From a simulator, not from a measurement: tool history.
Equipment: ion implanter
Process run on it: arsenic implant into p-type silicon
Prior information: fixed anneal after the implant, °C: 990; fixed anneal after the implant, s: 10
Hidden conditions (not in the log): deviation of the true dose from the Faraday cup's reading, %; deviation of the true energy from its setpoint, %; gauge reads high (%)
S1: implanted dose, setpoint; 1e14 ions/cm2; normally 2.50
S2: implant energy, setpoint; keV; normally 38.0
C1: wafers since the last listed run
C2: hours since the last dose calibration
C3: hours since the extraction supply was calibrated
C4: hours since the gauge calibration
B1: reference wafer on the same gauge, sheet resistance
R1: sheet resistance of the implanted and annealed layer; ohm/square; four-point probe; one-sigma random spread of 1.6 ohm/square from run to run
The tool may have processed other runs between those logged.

{"run": 1, "hour": 0.0, "S1": 2.06, "S2": 38.0, "C1": 0, "C2": 331.7, "C3": 1964.8, "C4": 727.4, "B1": 297.31, "R1": 407.89}
{"run": 2, "hour": 47.2, "S1": 2.5, "S2": 38.0, "C1": 738, "C2": 378.9, "C3": 2012.0, "C4": 774.6, "B1": 297.12, "R1": 356.33}
{"run": 3, "hour": 118.6, "S1": 2.5, "S2": 38.0, "C1": 1117, "C2": 450.3, "C3": 2083.4, "C4": 846.0, "B1": 296.45, "R1": 356.59}
{"hour": 175.7, "done": "Faraday cup replaced and dose calibrated"}
{"run": 4, "hour": 176.2, "S1": 2.5, "S2": 45.5, "C1": 776, "C2": 0.5, "C3": 2141.0, "C4": 903.6, "B1": 296.38, "R1": 334.97}
{"run": 5, "hour": 225.0, "S1": 2.5, "S2": 47.0, "C1": 763, "C2": 49.3, "C3": 2189.8, "C4": 952.4, "B1": 297.32, "R1": 336.87}
{"run": 6, "hour": 277.5, "S1": 2.5, "S2": 47.0, "C1": 821, "C2": 101.8, "C3": 2242.3, "C4": 1004.9, "B1": 297.0, "R1": 337.99}
{"run": 7, "hour": 338.3, "S1": 3.05, "S2": 41.5, "C1": 951, "C2": 162.6, "C3": 2303.1, "C4": 1065.7, "B1": 296.99, "R1": 300.38}
{"run": 8, "hour": 375.8, "S1": 3.05, "S2": 41.5, "C1": 586, "C2": 200.1, "C3": 2340.6, "C4": 1103.2, "B1": 296.67, "R1": 301.41}
{"run": 9, "hour": 444.7, "S1": 3.05, "S2": 41.5, "C1": 1078, "C2": 269.0, "C3": 2409.5, "C4": 1172.1, "B1": 296.44, "R1": 302.05}
{"run": 10, "hour": 481.7, "S1": 2.14, "S2": 32.5, "C1": 579, "C2": 306.0, "C3": 2446.5, "C4": 1209.1, "B1": 296.4, "R1": 405.02}
{"run": 11, "hour": 519.4, "S1": 2.14, "S2": 32.5, "C1": 590, "C2": 343.7, "C3": 2484.2, "C4": 1246.8, "B1": 296.62, "R1": 406.75}
{"run": 12, "hour": 611.0, "S1": 2.14, "S2": 32.5, "C1": 1433, "C2": 435.3, "C3": 2575.8, "C4": 1338.4, "B1": 297.01, "R1": 408.6}
{"run": 13, "hour": 656.4, "S1": 2.5, "S2": 38.0, "C1": 710, "C2": 480.7, "C3": 2621.2, "C4": 1383.8, "B1": 297.47, "R1": 355.46}
{"run": 14, "hour": 704.4, "S1": 1.96, "S2": 38.0, "C1": 751, "C2": 528.7, "C3": 2669.2, "C4": 1431.8, "B1": 297.14, "R1": 423.03}
{"hour": 716.5, "done": "Faraday cup replaced and dose calibrated"}
{"run": 15, "hour": 732.8, "S1": 1.96, "S2": 38.0, "C1": 319, "C2": 16.3, "C3": 2697.6, "C4": 1460.2, "B1": 297.28, "R1": 415.07}
{"run": 16, "hour": 779.6, "S1": 2.5, "S2": 38.0, "C1": 732, "C2": 63.1, "C3": 2744.4, "C4": 1507.0, "B1": 297.57, "R1": 348.3}
{"hour": 818.7, "done": "gauge calibrated"}
{"run": 17, "hour": 894.3, "S1": 2.92, "S2": 46.5, "C1": 1795, "C2": 177.8, "C3": 2859.1, "C4": 75.6, "B1": 297.23, "R1": 308.14}
{"run": 18, "hour": 940.7, "S1": 2.17, "S2": 45.0, "C1": 726, "C2": 224.2, "C3": 2905.5, "C4": 122.0, "B1": 297.33, "R1": 379.56}
{"run": 19, "hour": 1006.3, "S1": 2.19, "S2": 26.5, "C1": 1026, "C2": 289.8, "C3": 2971.1, "C4": 187.6, "B1": 297.27, "R1": 409.94}
{"hour": 1063.3, "done": "extraction supply calibrated"}
{"run": 20, "hour": 1063.8, "S1": 1.96, "S2": 38.0, "C1": 774, "C2": 347.3, "C3": 0.5, "C4": 245.1, "B1": 297.22, "R1": 421.19}
{"run": 21, "hour": 1086.0, "S1": 2.5, "S2": 38.0, "C1": 347, "C2": 369.5, "C3": 22.7, "C4": 267.3, "B1": 296.92, "R1": 354.37}
{"run": 22, "hour": 1124.7, "S1": 2.5, "S2": 38.0, "C1": 605, "C2": 408.2, "C3": 61.4, "C4": 306.0, "B1": 296.54, "R1": 351.42}
{"run": 23, "hour": 1192.0, "S1": 3.14, "S2": 28.5, "C1": 1053, "C2": 475.5, "C3": 128.7, "C4": 373.3, "B1": 297.64, "R1": 312.36}
{"hour": 1223.5, "done": "Faraday cup replaced and dose calibrated"}
{"run": 24, "hour": 1261.2, "S1": 1.99, "S2": 43.5, "C1": 957, "C2": 37.7, "C3": 197.9, "C4": 442.5, "B1": 297.04, "R1": 398.8}
{"run": 25, "hour": 1312.3, "S1": 2.5, "S2": 38.0, "C1": 799, "C2": 88.8, "C3": 249.0, "C4": 493.6, "B1": 297.19, "R1": 347.66}
{"run": 26, "hour": 1346.8, "S1": 2.5, "S2": 45.5, "C1": 539, "C2": 123.3, "C3": 283.5, "C4": 528.1, "B1": 297.32, "R1": 343.69}
{"run": 27, "hour": 1457.4, "S1": 3.2, "S2": 31.5, "C1": 1730, "C2": 233.9, "C3": 394.1, "C4": 638.7, "B1": 296.96, "R1": 299.62}
{"run": 28, "hour": 1491.8, "S1": 2.02, "S2": 47.0, "C1": 538, "C2": 268.3, "C3": 428.5, "C4": 673.1, "B1": 296.99, "R1": 396.53}
{"run": 29, "hour": 1525.6, "S1": 2.89, "S2": 51.5, "C1": 528, "C2": 302.1, "C3": 462.3, "C4": 706.9, "B1": 296.65, "R1": 304.33}
{"run": 30, "hour": 1595.3, "S1": 2.5, "S2": 38.0, "C1": 1090, "C2": 371.8, "C3": 532.0, "C4": 776.6, "B1": 296.83, "R1": 352.12}
{"run": 31, "hour": 1655.8, "S1": 2.23, "S2": 49.0, "C1": 946, "C2": 432.3, "C3": 592.5, "C4": 837.1, "B1": 297.21, "R1": 371.3}
{"run": 32, "hour": 1708.3, "S1": 2.2, "S2": 32.5, "C1": 821, "C2": 484.8, "C3": 645.0, "C4": 889.6, "B1": 296.51, "R1": 398.09}

Hidden condition of the tool, last listed run before each entry between runs versus first listed run after:
Logged between run 3 and run 4: Faraday cup replaced and dose calibrated (hour 175.7)
  deviation of the true dose from the Faraday cup's reading, %: -3.31 -> -0.0447
  measured value less the no-hidden-state value, R1: +8.57 -> +0.11 ohm/square
Logged between run 14 and run 15: Faraday cup replaced and dose calibrated (hour 716.5)
  deviation of the true dose from the Faraday cup's reading, %: -3.45 -> -0.274
  measured value less the no-hidden-state value, R1: +10.43 -> +0.81 ohm/square
Logged between run 16 and run 17: gauge calibrated (hour 818.7)
  deviation of the true dose from the Faraday cup's reading, %: -0.993 -> -2.17
  measured value less the no-hidden-state value, R1: +2.50 -> +4.86 ohm/square
Logged between run 19 and run 20: extraction supply calibrated (hour 1063.3)
  deviation of the true dose from the Faraday cup's reading, %: -2.81 -> -3.02
  measured value less the no-hidden-state value, R1: +8.43 -> +9.10 ohm/square
Logged between run 23 and run 24: Faraday cup replaced and dose calibrated (hour 1223.5)
  deviation of the true dose from the Faraday cup's reading, %: -3.32 -> -0.235
  measured value less the no-hidden-state value, R1: +7.68 -> +0.66 ohm/square
